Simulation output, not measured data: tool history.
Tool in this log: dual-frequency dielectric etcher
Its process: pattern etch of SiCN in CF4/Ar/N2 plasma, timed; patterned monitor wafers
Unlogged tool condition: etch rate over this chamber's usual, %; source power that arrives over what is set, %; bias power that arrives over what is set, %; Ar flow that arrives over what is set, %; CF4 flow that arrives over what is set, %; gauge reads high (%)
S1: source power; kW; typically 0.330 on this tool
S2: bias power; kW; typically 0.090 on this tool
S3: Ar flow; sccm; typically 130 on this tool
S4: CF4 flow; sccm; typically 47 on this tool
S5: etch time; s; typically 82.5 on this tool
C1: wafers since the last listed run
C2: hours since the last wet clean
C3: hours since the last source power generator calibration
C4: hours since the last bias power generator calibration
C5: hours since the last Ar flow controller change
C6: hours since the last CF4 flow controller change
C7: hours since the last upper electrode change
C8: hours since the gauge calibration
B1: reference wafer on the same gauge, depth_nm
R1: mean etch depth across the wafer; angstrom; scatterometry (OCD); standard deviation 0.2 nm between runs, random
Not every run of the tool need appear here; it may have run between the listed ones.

| run | hour | S1 | S2 | S3 | S4 | S5 | C1 | C2 | C3 | C4 | C5 | C6 | C7 | C8 | B1 | R1 |
|---|---|---|---|---|---|---|---|---|---|---|---|---|---|---|---|---|
| 1 | 0.0 | 0.330 | 0.090 | 130 | 47 | 82.5 | 0 | 338.3 | 3854.2 | 4237.4 | 3923.8 | 3901.3 | 2465.7 | 883.2 | 44.1 | 572 |
| 2 | 92.9 | 0.330 | 0.090 | 130 | 47 | 82.5 | 1059 | 431.2 | 3947.1 | 4330.3 | 4016.7 | 3994.2 | 2558.6 | 976.1 | 44.1 | 568 |
| 3 | 133.2 | 0.330 | 0.090 | 130 | 47 | 82.5 | 459 | 471.5 | 3987.4 | 4370.6 | 4057.0 | 4034.5 | 2598.9 | 1016.4 | 44.1 | 568 |
|  | 195.6 | wet clean of the chamber |
| 4 | 229.0 | 0.330 | 0.090 | 130 | 47 | 82.5 | 818 | 33.4 | 4083.2 | 4466.4 | 4152.8 | 4130.3 | 2694.7 | 1112.2 | 44.1 | 571 |
| 5 | 275.7 | 0.330 | 0.077 | 130 | 47 | 93.5 | 532 | 80.1 | 4129.9 | 4513.1 | 4199.5 | 4177.0 | 2741.4 | 1158.9 | 44.1 | 600 |
| 6 | 363.8 | 0.330 | 0.090 | 130 | 47 | 82.5 | 1004 | 168.2 | 4218.0 | 4601.2 | 4287.6 | 4265.1 | 2829.5 | 1247.0 | 44.1 | 570 |
|  | 421.6 | Ar flow controller replaced |
| 7 | 509.6 | 0.330 | 0.090 | 130 | 47 | 82.5 | 1593 | 314.0 | 4363.8 | 4747.0 | 88.0 | 4410.9 | 2975.3 | 1392.8 | 44.1 | 569 |
| 8 | 548.0 | 0.330 | 0.090 | 130 | 47 | 82.5 | 437 | 352.4 | 4402.2 | 4785.4 | 126.4 | 4449.3 | 3013.7 | 1431.2 | 44.1 | 570 |
|  | 578.5 | source power generator calibrated |
| 9 | 588.9 | 0.350 | 0.090 | 130 | 47 | 82.5 | 420 | 393.3 | 10.4 | 4826.3 | 167.3 | 4490.2 | 3054.6 | 1472.1 | 44.1 | 582 |
|  | 716.4 | gauge calibrated |
|  | 745.1 | wet clean of the chamber |
| 10 | 783.9 | 0.360 | 0.090 | 130 | 47 | 99.0 | 1949 | 38.8 | 205.4 | 5021.3 | 362.3 | 4685.2 | 3249.6 | 67.5 | 44.1 | 722 |
|  | 874.8 | upper electrode replaced, of another model than before |
| 11 | 875.3 | 0.350 | 0.090 | 130 | 47 | 82.5 | 768 | 130.2 | 296.8 | 5112.7 | 453.7 | 4776.6 | 0.5 | 158.9 | 44.1 | 614 |
| 12 | 919.7 | 0.330 | 0.090 | 130 | 38 | 82.5 | 506 | 174.6 | 341.2 | 5157.1 | 498.1 | 4821.0 | 44.9 | 203.3 | 44.1 | 545 |
| 13 | 988.0 | 0.390 | 0.112 | 141 | 47 | 82.5 | 778 | 242.9 | 409.5 | 5225.4 | 566.4 | 4889.3 | 113.2 | 271.6 | 44.1 | 765 |
|  | 1009.5 | CF4 flow controller replaced |
|  | 1028.4 | bias power generator calibrated |
| 14 | 1064.8 | 0.330 | 0.090 | 130 | 40 | 82.5 | 761 | 319.7 | 486.3 | 36.4 | 643.2 | 55.3 | 190.0 | 348.4 | 44.1 | 554 |
| 15 | 1126.2 | 0.330 | 0.105 | 130 | 47 | 57.5 | 700 | 381.1 | 547.7 | 97.8 | 704.6 | 116.7 | 251.4 | 409.8 | 44.1 | 420 |
| 16 | 1167.8 | 0.330 | 0.106 | 130 | 47 | 64.5 | 474 | 422.7 | 589.3 | 139.4 | 746.2 | 158.3 | 293.0 | 451.4 | 44.1 | 470 |
| 17 | 1273.4 | 0.330 | 0.090 | 130 | 47 | 82.5 | 1204 | 528.3 | 694.9 | 245.0 | 851.8 | 263.9 | 398.6 | 557.0 | 44.1 | 573 |
|  | 1302.2 | wet clean of the chamber |
| 18 | 1316.4 | 0.310 | 0.104 | 106 | 47 | 105.5 | 216 | 14.2 | 737.9 | 288.0 | 894.8 | 306.9 | 441.6 | 600.0 | 44.1 | 719 |
| 19 | 1416.0 | 0.370 | 0.099 | 130 | 53 | 72.0 | 1135 | 113.8 | 837.5 | 387.6 | 994.4 | 406.5 | 541.2 | 699.6 | 44.1 | 625 |
| 20 | 1496.5 | 0.330 | 0.090 | 111 | 47 | 82.5 | 917 | 194.3 | 918.0 | 468.1 | 1074.9 | 487.0 | 621.7 | 780.1 | 44.1 | 587 |
| 21 | 1534.0 | 0.330 | 0.090 | 130 | 47 | 82.5 | 427 | 231.8 | 955.5 | 505.6 | 1112.4 | 524.5 | 659.2 | 817.6 | 44.1 | 572 |
| 22 | 1603.6 | 0.330 | 0.090 | 144 | 47 | 82.5 | 793 | 301.4 | 1025.1 | 575.2 | 1182.0 | 594.1 | 728.8 | 887.2 | 44.1 | 569 |

Pick out some run-to-run changes in R1. Of each, how much would a tool without hidden state show as well, from the settings, what came in and chance, and how much is left for the hidden state and any gauge scatter not in both results compared?
Run 8 -> 9: S1 0.330 -> 0.350, source power generator calibrated. R1 +12 angstrom: hidden state -18, all else +30.
Run 12 -> 13: S1 0.330 -> 0.390, S2 0.090 -> 0.112, S3 130 -> 141, S4 38 -> 47. R1 +220 angstrom: hidden state +8, all else +212.
Run 13 -> 14: S1 0.390 -> 0.330, S2 0.112 -> 0.090, S3 141 -> 130, S4 47 -> 40, CF4 flow controller replaced, bias power generator calibrated. R1 -211 angstrom: hidden state -4, all else -207.
